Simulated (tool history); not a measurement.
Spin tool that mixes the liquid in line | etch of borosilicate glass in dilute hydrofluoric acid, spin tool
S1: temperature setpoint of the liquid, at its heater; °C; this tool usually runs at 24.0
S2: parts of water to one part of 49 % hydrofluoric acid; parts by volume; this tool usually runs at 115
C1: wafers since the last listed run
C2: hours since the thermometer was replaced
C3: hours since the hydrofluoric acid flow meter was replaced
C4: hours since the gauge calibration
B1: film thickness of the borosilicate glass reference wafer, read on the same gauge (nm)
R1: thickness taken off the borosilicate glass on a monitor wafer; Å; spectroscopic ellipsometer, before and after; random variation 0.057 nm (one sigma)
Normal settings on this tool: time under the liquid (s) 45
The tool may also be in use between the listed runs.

run 1 hour=0.0 | S1=24.0 S2=115 time_under_the_liquid_(s)=60 | C1=0 C2=422.2 C3=972.5 C4=244.5 | B1=80.00 | R1=172.4
run 2 hour=107.4 | S1=24.0 S2=115 time_under_the_liquid_(s)=60 | C1=1002 C2=529.6 C3=1079.9 C4=351.9 | B1=80.01 | R1=173.0
run 3 hour=211.8 | S1=24.0 S2=75 time_under_the_liquid_(s)=45 | C1=974 C2=634.0 C3=1184.3 C4=456.3 | B1=80.01 | R1=212.1
run 4 hour=264.7 | S1=24.0 S2=75 time_under_the_liquid_(s)=45 | C1=493 C2=686.9 C3=1237.2 C4=509.2 | B1=80.01 | R1=211.4
-- hour=314.5 gauge calibrated
run 5 hour=357.2 | S1=24.0 S2=75 time_under_the_liquid_(s)=45 | C1=863 C2=779.4 C3=1329.7 C4=42.7 | B1=80.03 | R1=212.0
run 6 hour=417.0 | S1=24.0 S2=90 time_under_the_liquid_(s)=45 | C1=558 C2=839.2 C3=1389.5 C4=102.5 | B1=80.02 | R1=173.8
run 7 hour=515.2 | S1=24.0 S2=75 time_under_the_liquid_(s)=60 | C1=916 C2=937.4 C3=1487.7 C4=200.7 | B1=79.99 | R1=286.5
run 8 hour=560.2 | S1=22.5 S2=80 time_under_the_liquid_(s)=45 | C1=419 C2=982.4 C3=1532.7 C4=245.7 | B1=80.01 | R1=188.9
run 9 hour=617.3 | S1=24.0 S2=160 time_under_the_liquid_(s)=45 | C1=532 C2=1039.5 C3=1589.8 C4=302.8 | B1=80.00 | R1=91.7
-- hour=661.8 hydrofluoric acid flow meter replaced
run 10 hour=665.4 | S1=24.0 S2=115 time_under_the_liquid_(s)=45 | C1=439 C2=1087.6 C3=3.6 C4=350.9 | B1=79.98 | R1=133.9
run 11 hour=769.3 | S1=24.0 S2=165 time_under_the_liquid_(s)=45 | C1=969 C2=1191.5 C3=107.5 C4=454.8 | B1=79.99 | R1=88.4
-- hour=813.0 thermometer replaced
run 12 hour=860.0 | S1=27.0 S2=70 time_under_the_liquid_(s)=60 | C1=837 C2=47.0 C3=198.2 C4=545.5 | B1=80.01 | R1=329.6
-- hour=864.9 gauge calibrated
run 13 hour=967.6 | S1=24.0 S2=115 time_under_the_liquid_(s)=45 | C1=1004 C2=154.6 C3=305.8 C4=102.7 | B1=80.00 | R1=127.2
run 14 hour=1023.1 | S1=21.5 S2=115 time_under_the_liquid_(s)=30 | C1=517 C2=210.1 C3=361.3 C4=158.2 | B1=79.97 | R1=77.1

Below are 5 alternative next runs, each starting from the tool's condition after run 14. Predict each:
run A hour=1023.5 | S1=24.0 S2=115 time_under_the_liquid_(s)=45 | C1=3 C2=210.5 C3=361.7 C4=158.6 | B1=? | R1=?
run B hour=1023.5 | S1=19.5 S2=115 time_under_the_liquid_(s)=55 | C1=3 C2=210.5 C3=361.7 C4=158.6 | B1=? | R1=?
run C hour=1023.5 | S1=24.0 S2=65 time_under_the_liquid_(s)=45 | C1=3 C2=210.5 C3=361.7 C4=158.6 | B1=? | R1=?
run D hour=1023.5 | S1=24.0 S2=65 time_under_the_liquid_(s)=60 | C1=3 C2=210.5 C3=361.7 C4=158.6 | B1=? | R1=?
run E hour=1023.5 | S1=24.0 S2=130 time_under_the_liquid_(s)=45 | C1=3 C2=210.5 C3=361.7 C4=158.6 | B1=? | R1=?

run=A B1=79.99 R1=127.5
run=B B1=79.99 R1=130.3
run=C B1=79.99 R1=240.3
run=D B1=79.99 R1=320.4
run=E B1=79.99 R1=110.8
Stripped of hidden state, with their random variation kept, the same runs would have yielded:
run=A R1=125.5
run=B R1=128.1
run=C R1=236.3
run=D R1=315.1
run=E R1=109.1

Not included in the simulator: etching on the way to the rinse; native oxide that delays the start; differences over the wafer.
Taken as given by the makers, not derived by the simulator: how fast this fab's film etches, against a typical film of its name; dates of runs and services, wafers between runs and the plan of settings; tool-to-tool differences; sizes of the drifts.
